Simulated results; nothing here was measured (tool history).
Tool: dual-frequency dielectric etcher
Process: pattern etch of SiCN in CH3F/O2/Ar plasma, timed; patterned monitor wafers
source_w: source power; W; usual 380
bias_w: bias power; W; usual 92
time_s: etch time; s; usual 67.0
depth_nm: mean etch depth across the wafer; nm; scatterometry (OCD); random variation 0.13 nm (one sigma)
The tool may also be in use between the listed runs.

run	hour	source_w	bias_w	time_s	read-back reference wafer on the same gauge, depth_nm	depth_nm
1	0.0	310	92	67.0	23.58	26.57
2	39.7	310	92	67.0	23.61	26.68
3	73.5	310	92	67.0	23.59	26.63
4	262.4	440	92	67.0	23.59	30.98
5	287.1	380	92	73.5	23.58	32.29
6	325.1	380	92	73.5	23.59	32.39
7	351.0	380	92	73.5	23.60	32.60
# hour 377.3: wet clean of the chamber
8	404.9	380	92	56.0	23.63	23.79
9	474.4	380	86	80.0	23.60	32.65
10	537.4	380	86	80.0	23.63	32.86
# hour 572.5: gauge calibrated
11	602.4	340	78	61.5	23.60	23.17
12	633.8	290	80	51.0	23.59	18.39
# hour 688.5: upper electrode replaced, of another model than before
13	689.0	450	100	79.0	23.61	37.43
14	714.7	380	106	49.0	23.57	22.91
15	752.4	310	92	67.0	23.59	28.02
# hour 790.9: bias power generator calibrated
16	805.9	380	92	67.0	23.61	29.53
# hour 826.9: source power generator calibrated
17	865.1	420	72	67.0	23.61	27.43
# hour 901.4: wet clean of the chamber
18	930.1	330	83	76.5	23.60	29.88
19	1087.2	380	92	67.0	23.59	28.85
20	1123.9	450	75	49.5	23.61	20.40
21	1153.0	280	74	67.0	23.58	24.31

5 ways to go on from here, each from the tool as it stands after run 21. What would each give?
A	1153.4	380	92	67.0	?	?
B	1153.4	380	92	54.0	?	?
C	1153.4	450	104	67.0	?	?
D	1153.4	350	85	77.0	?	?
E	1153.4	460	110	54.5	?	?

run	read-back reference wafer on the same gauge, depth_nm	depth_nm
A	23.59	29.05
B	23.59	23.42
C	23.59	32.16
D	23.59	31.51
E	23.59	27.01
Without the tool's hidden state the same runs would have given:
run	depth_nm
A	28.39
B	22.88
C	31.42
D	30.79
E	26.39

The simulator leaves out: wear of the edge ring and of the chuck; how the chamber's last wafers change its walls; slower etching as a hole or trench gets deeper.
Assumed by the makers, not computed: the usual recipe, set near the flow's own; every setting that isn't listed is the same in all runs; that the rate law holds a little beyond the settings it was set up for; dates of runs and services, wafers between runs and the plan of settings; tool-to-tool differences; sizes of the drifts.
